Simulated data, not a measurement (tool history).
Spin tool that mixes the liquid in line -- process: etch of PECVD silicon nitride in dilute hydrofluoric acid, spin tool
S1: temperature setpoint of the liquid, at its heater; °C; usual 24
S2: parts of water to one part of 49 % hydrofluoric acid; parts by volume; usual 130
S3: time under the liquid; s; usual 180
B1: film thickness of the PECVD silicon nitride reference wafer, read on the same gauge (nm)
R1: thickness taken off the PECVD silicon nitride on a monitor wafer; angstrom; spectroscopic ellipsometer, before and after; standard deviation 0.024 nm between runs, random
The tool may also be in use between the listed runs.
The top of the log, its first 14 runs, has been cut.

run,hour,S1,S2,S3,B1,R1
15,179.5,21.5,70,230,39.96,98.3
# hour 195.4: gauge calibrated
16,224,19.5,150,230,39.98,41.2
17,261.9,22,195,265,39.97,42.9
18,268.4,22,90,130,40.01,45.3
19,276.3,24,130,180,40.03,49.2
20,289.9,27,130,125,40,41.4
21,297.1,24,70,280,39.99,142.1
22,307.9,19.5,130,120,39.95,24.6
23,314,22,175,180,39.98,32.6
24,325.2,21,155,150,40.03,28.3
25,335.5,24,190,80,40.03,15.2
26,352.4,24,130,180,39.98,49.5
27,364.6,27.5,85,180,40,94.1
28,380.2,24,130,180,40.04,49.4
29,389.5,27.5,130,130,39.99,44.4
30,405.3,24,130,145,39.99,40
31,422.9,24,80,285,39.98,126
32,437.5,22.5,185,210,39.99,37.1

Branching from run 32: 5 alternative next runs. What would each branch give?
A,438,26.5,130,180,?,?
B,438,25.5,130,105,?,?
C,438,29,150,255,?,?
D,438,24,105,280,?,?
E,438,24,105,95,?,?

run,B1,R1
A,40.01,58.7
B,40.01,32.1
C,40.01,84.3
D,40.01,96
E,40.01,32.6
Without the tool's unlogged condition, the same runs would have read:
run,R1
A,58.7
B,32.1
C,84.3
D,96
E,32.6
